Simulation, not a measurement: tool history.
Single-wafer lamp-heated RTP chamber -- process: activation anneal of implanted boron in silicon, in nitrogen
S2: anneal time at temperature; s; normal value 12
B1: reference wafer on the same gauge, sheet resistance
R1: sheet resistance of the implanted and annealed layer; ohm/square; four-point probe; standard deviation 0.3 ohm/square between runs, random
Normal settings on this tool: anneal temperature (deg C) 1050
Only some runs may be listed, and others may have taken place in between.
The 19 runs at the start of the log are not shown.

run 20 day=8.908 | anneal_temperature_(deg_C)=1050 S2=6 | B1=234.04 | R1=199.01
run 21 day=9.467 | anneal_temperature_(deg_C)=1050 S2=12 | B1=233.95 | R1=197.09
run 22 day=11.671 | anneal_temperature_(deg_C)=1050 S2=19 | B1=233.47 | R1=196.77
run 23 day=12.258 | anneal_temperature_(deg_C)=1050 S2=12 | B1=233.43 | R1=197.28
run 24 day=12.788 | anneal_temperature_(deg_C)=1067 S2=12 | B1=233.36 | R1=196.61
run 25 day=13.446 | anneal_temperature_(deg_C)=1040 S2=12 | B1=233.40 | R1=197.50
-- day=14.417 reflector plate cleaned
run 26 day=14.438 | anneal_temperature_(deg_C)=1032 S2=17 | B1=233.05 | R1=197.91
run 27 day=14.579 | anneal_temperature_(deg_C)=1039 S2=18 | B1=233.26 | R1=196.84
run 28 day=15.242 | anneal_temperature_(deg_C)=1050 S2=15 | B1=233.08 | R1=196.78
run 29 day=15.642 | anneal_temperature_(deg_C)=1042 S2=17 | B1=233.10 | R1=196.56
run 30 day=16.333 | anneal_temperature_(deg_C)=1050 S2=12 | B1=233.04 | R1=197.24
run 31 day=16.888 | anneal_temperature_(deg_C)=1033 S2=8 | B1=233.03 | R1=198.62
run 32 day=17.496 | anneal_temperature_(deg_C)=1063 S2=17 | B1=232.98 | R1=195.43
run 33 day=18.033 | anneal_temperature_(deg_C)=1050 S2=12 | B1=233.00 | R1=197.31
run 34 day=18.625 | anneal_temperature_(deg_C)=1050 S2=12 | B1=232.96 | R1=197.00
run 35 day=19.042 | anneal_temperature_(deg_C)=1078 S2=9 | B1=232.89 | R1=195.74
run 36 day=19.633 | anneal_temperature_(deg_C)=1028 S2=14 | B1=232.71 | R1=197.86
run 37 day=20.371 | anneal_temperature_(deg_C)=1076 S2=18 | B1=232.68 | R1=194.40
run 38 day=20.650 | anneal_temperature_(deg_C)=1035 S2=9 | B1=232.98 | R1=198.42

Alternative continuations, all from the tool just after run 38; predict every row:
run A day=20.667 | anneal_temperature_(deg_C)=1050 S2=14 | B1=? | R1=?
run B day=20.667 | anneal_temperature_(deg_C)=1072 S2=18 | B1=? | R1=?
run C day=20.667 | anneal_temperature_(deg_C)=1078 S2=8 | B1=? | R1=?

run=A B1=232.83 R1=196.31
run=B B1=232.83 R1=194.46
run=C B1=232.83 R1=196.14
Take away the tool's hidden state, keep each run's random variation, and the runs would have read:
run=A R1=198.16
run=B R1=196.30
run=C R1=197.99
